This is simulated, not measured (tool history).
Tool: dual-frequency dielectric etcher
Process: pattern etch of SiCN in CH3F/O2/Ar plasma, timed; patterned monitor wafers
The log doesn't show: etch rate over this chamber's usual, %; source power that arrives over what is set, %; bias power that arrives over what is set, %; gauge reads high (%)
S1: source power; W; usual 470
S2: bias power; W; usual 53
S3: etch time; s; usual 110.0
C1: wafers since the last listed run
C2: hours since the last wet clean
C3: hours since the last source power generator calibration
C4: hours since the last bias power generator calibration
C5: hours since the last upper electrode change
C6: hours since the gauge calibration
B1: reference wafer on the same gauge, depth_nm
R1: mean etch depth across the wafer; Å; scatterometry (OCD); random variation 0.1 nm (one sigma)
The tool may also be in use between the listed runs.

run	hour	S1	S2	S3	C1	C2	C3	C4	C5	C6	B1	R1
1	0.0	470	53	121.5	0	114.3	2980.9	4418.2	5150.6	109.0	32.38	410.2
2	23.3	470	53	116.5	293	137.6	3004.2	4441.5	5173.9	132.3	32.37	391.4
3	57.4	470	53	110.0	429	171.7	3038.3	4475.6	5208.0	166.4	32.31	369.7
4	75.0	470	53	110.0	221	189.3	3055.9	4493.2	5225.6	184.0	32.31	370.8
5	104.4	470	53	110.0	370	218.7	3085.3	4522.6	5255.0	213.4	32.26	370.5
6	135.5	470	53	110.0	392	249.8	3116.4	4553.7	5286.1	244.5	32.21	369.4
7	152.4	470	61	110.0	213	266.7	3133.3	4570.6	5303.0	261.4	32.12	387.9
# hour 183.2: upper electrode replaced
8	183.7	540	53	126.5	92	298.0	3164.6	4601.9	0.5	292.7	32.07	450.8
9	197.4	540	53	126.5	172	311.7	3178.3	4615.6	14.2	306.4	32.05	448.8
# hour 209.3: gauge calibrated
# hour 211.6: source power generator calibrated
10	226.4	540	53	126.5	315	340.7	14.8	4644.6	43.2	17.1	32.51	458.3
11	247.8	420	53	110.0	269	362.1	36.2	4666.0	64.6	38.5	32.51	354.9
12	265.6	420	53	110.0	224	379.9	54.0	4683.8	82.4	56.3	32.47	352.1
# hour 295.0: wet clean of the chamber
13	295.5	380	48	97.5	74	0.5	83.9	4713.7	112.3	86.2	32.49	285.5
14	312.0	470	53	110.0	208	17.0	100.4	4730.2	128.8	102.7	32.45	373.0
15	329.7	470	53	119.5	223	34.7	118.1	4747.9	146.5	120.4	32.44	404.7
# hour 350.5: bias power generator calibrated
16	362.5	390	61	118.5	363	67.5	150.9	12.0	179.3	153.2	32.37	383.1
17	390.0	470	59	110.0	346	95.0	178.4	39.5	206.8	180.7	32.36	386.9
18	410.5	380	59	83.5	258	115.5	198.9	60.0	227.3	201.2	32.34	263.8
19	437.5	560	46	83.0	340	142.5	225.9	87.0	254.3	228.2	32.26	288.6
20	460.8	510	48	134.5	293	165.8	249.2	110.3	277.6	251.5	32.21	454.0
21	491.4	550	46	82.0	385	196.4	279.8	140.9	308.2	282.1	32.18	280.7
# hour 491.9: gauge calibrated
22	511.1	470	53	110.0	248	216.1	299.5	160.6	327.9	19.2	32.54	372.3
23	534.9	540	53	126.5	300	239.9	323.3	184.4	351.7	43.0	32.51	458.4
24	548.7	560	65	110.0	174	253.7	337.1	198.2	365.5	56.8	32.50	437.6
25	583.9	510	44	88.5	443	288.9	372.3	233.4	400.7	92.0	32.47	291.2

Forecast each of these 4 alternatives for the next run:
A	584.3	470	53	110.0	5	289.3	372.7	233.8	401.1	92.4	?	?
B	584.3	470	62	110.0	5	289.3	372.7	233.8	401.1	92.4	?	?
C	584.3	470	41	96.0	5	289.3	372.7	233.8	401.1	92.4	?	?
D	584.3	470	45	99.0	5	289.3	372.7	233.8	401.1	92.4	?	?

run	B1	R1
A	32.51	371.7
B	32.51	394.4
C	32.51	295.5
D	32.51	315.1
Without the tool's hidden state the same runs would have given:
run	R1
A	372.0
B	394.7
C	295.7
D	315.3
